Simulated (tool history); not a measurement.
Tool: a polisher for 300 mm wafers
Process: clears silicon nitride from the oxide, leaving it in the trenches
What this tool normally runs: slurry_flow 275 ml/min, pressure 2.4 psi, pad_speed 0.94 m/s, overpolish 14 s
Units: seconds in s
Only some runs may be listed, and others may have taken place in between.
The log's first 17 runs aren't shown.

run   hour  slurry_flow  pressure  pad_speed  overpolish  wafers since the last listed run  wafers polished on this pad  hours since the slurry nozzle was cleaned  hours since the head pressure was calibrated  incoming thickness of the incoming film, nm  seconds
     440.5  -- slurry nozzle cleaned
 18  442.3          275       2.0       0.94          14                               102                          105                                        1.8                                         481.8                                        110.1    187.2
 19  457.8          275       2.4       0.94          14                                79                          184                                       17.3                                         497.3                                        110.2    153.5
 20  493.0          275       2.4       0.94          14                               179                          364                                       52.5                                         532.5                                        109.3    157.3
 21  508.7          275       2.4       0.94          14                                80                          444                                       68.2                                         548.2                                        108.8    154.2
 22  537.3          275       2.4       0.94          14                               146                          590                                       96.8                                         576.8                                        109.1    152.9
 23  560.0          275       2.4       1.18          14                               115                          706                                      119.5                                         599.5                                        109.5    127.4
 24  579.2          275       2.4       0.94          14                                98                          804                                      138.7                                         618.7                                        109.1    157.8
 25  614.9          275       1.9       0.84          16                               182                          986                                      174.4                                         654.4                                        109.8    225.3
 26  628.3          275       2.4       0.66          14                                68                         1055                                      187.8                                         667.8                                        109.5    222.3
 27  645.7          360       1.7       0.82          21                                88                         1144                                      205.2                                         685.2                                        111.7    251.3
     659.2  -- head pressure recalibrated
 28  675.1          355       2.4       0.94          10                               139                         1284                                      234.6                                          15.9                                        109.1    139.6
     700.5  -- worn pad replaced by a new one
 29  710.7          275       2.9       0.94          19                               161                           52                                      270.2                                          51.5                                        109.7    120.9
 30  740.0          235       3.0       0.80          19                               149                          201                                      299.5                                          80.8                                        109.0    129.1
 31  769.1          275       2.4       1.20          14                               148                          350                                      328.6                                         109.9                                        110.7    116.4
 32  797.9          275       2.4       0.94          14                               147                          497                                      357.4                                         138.7                                        108.7    143.3
 33  814.1          230       2.4       1.26          21                                82                          580                                      373.6                                         154.9                                        110.2    110.7
 34  833.4          275       2.6       1.12          14                                98                          678                                      392.9                                         174.2                                        109.2    117.3
 35  861.7          275       1.8       0.94          14                               144                          823                                      421.2                                         202.5                                        110.2    189.3
 36  882.2          275       2.4       0.94          14                               104                          927                                      441.7                                         223.0                                        111.2    151.8
 37  913.2          275       2.4       0.94          14                               158                         1086                                      472.7                                         254.0                                        109.8    149.7
 38  934.8          225       2.0       0.76           9                               110                         1196                                      494.3                                         275.6                                        110.2    218.5

Forecast each of these 3 alternatives for the next run:
  A  935.3          275       2.4       0.94          14                                 2                         1199                                      494.8                                         276.1                                        108.9        ?
  B  935.3          210       2.4       0.94          16                                 2                         1199                                      494.8                                         276.1                                        108.9        ?
  C  935.3          320       2.4       0.94          14                                 2                         1199                                      494.8                                         276.1                                        108.9        ?

run  seconds
  A    146.3
  B    151.4
  C    144.1
Without the tool's hidden state the same runs would have given:
run  seconds
  A    139.8
  B    144.7
  C    137.7
